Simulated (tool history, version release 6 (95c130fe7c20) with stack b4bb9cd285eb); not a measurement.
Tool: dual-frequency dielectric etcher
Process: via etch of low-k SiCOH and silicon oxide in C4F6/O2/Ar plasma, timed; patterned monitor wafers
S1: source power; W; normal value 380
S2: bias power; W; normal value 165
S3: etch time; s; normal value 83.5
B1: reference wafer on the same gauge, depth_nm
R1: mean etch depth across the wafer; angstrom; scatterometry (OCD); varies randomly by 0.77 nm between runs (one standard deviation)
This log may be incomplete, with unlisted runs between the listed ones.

run   hour   S1   S2    S3     B1    R1
  1      0  310  185  83.5  186.1  2087
  2   29.5  380  165  83.5  185.8  2152
  3   56.4  380  165  83.5    186  2155
  4   73.6  380  165  83.5  185.8  2150
  5  155.5  330  165  83.5    186  2083
  6  173.2  330  165  83.5  186.1  2069
     178.9  -- bias power generator calibrated
  7  195.5  380  165  83.5  185.7  2149
     231.4  -- wet clean of the chamber
  8  231.9  380  165  83.5  185.9  2242
  9  245.1  380  165  83.5    186  2258
 10  267.7  380  165  83.5    186  2248
       299  -- wet clean of the chamber, repeated, since the last time left the tool worse
     303.3  -- source power generator calibrated
 11  303.8  380  165  83.5  185.9  2106
     306.9  -- gauge calibrated
 12  326.2  380  165    74  186.1  1868
 13  341.8  310  141    95  186.1  2155
 14  357.2  380  165  83.5  185.9  2111
     387.7  -- upper electrode replaced
 15  388.2  380  165  83.5  186.1  2109
 16    402  380  190    76  186.1  1981
 17  414.1  380  165    71    186  1799
 18  446.9  420  192  83.5    186  2264
 19  476.5  380  187    95  185.9  2480
 20  510.1  430  152    91  185.9  2364

Alternative continuations, all from the tool just after run 20; predict every row:
  A  510.5  380  165  83.5   ?   ?
  B  510.5  380  144    76   ?   ?
  C  510.5  310  150  75.5   ?   ?
  D  510.5  320  199    90   ?   ?

run     B1    R1
  A  185.8  2113
  B  185.8  1862
  C  185.8  1758
  D  185.8  2270
The same runs, with their run-to-run variation unchanged, on a tool lacking any hidden condition would have given:
run    R1
  A  2091
  B  1843
  C  1740
  D  2248
